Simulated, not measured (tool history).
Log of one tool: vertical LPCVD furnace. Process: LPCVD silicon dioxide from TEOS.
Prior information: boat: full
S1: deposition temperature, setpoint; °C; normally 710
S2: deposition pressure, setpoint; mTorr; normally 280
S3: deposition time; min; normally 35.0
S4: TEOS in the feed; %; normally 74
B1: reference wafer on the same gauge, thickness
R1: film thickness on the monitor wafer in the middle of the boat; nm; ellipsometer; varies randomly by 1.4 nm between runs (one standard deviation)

run   hour   S1   S2    S3  S4      B1      R1
  1    0.0  710  280  35.0  66  273.90  325.14
  2   39.3  710  280  35.0  74  273.69  342.88
  3   74.5  710  280  35.0  74  273.84  343.44
  4  144.2  710  280  35.0  74  273.81  345.05
  5  192.1  710  280  35.0  74  274.04  346.30
  6  262.1  710  280  35.0  74  273.83  346.28
     321.8  -- TEOS flow controller replaced
     345.7  -- pressure gauge zeroed
  7  346.2  713  320  35.0  74  273.55  401.24
  8  368.7  704  245  35.0  69  273.82  275.01
  9  437.0  710  255  45.5  74  273.84  434.71
     479.6  -- thermocouples replaced and temperature profile calibrated
 10  486.0  703  340  39.0  62  274.14  313.16
     537.1  -- gauge calibrated
 11  552.9  701  250  35.0  80  274.02  259.59
 12  600.2  710  280  35.0  74  273.83  328.17
 13  648.6  717  330  27.5  68  273.79  314.26
 14  675.5  710  280  35.0  81  274.11  342.54

Consider 3 possible next runs. They are alternatives, not a sequence: every one starts from the tool as it was left by run 14. What does each give?
  A  680.3  710  280  26.0  74   ?   ?
  B  680.3  722  280  35.0  64   ?   ?
  C  680.3  704  210  31.5  69   ?   ?

run      B1      R1
  A  274.04  244.72
  B  274.04  401.22
  C  274.04  216.12
With the hidden condition removed and each run's random variation left untouched, the same runs would have given:
run      R1
  A  241.35
  B  395.82
  C  213.10
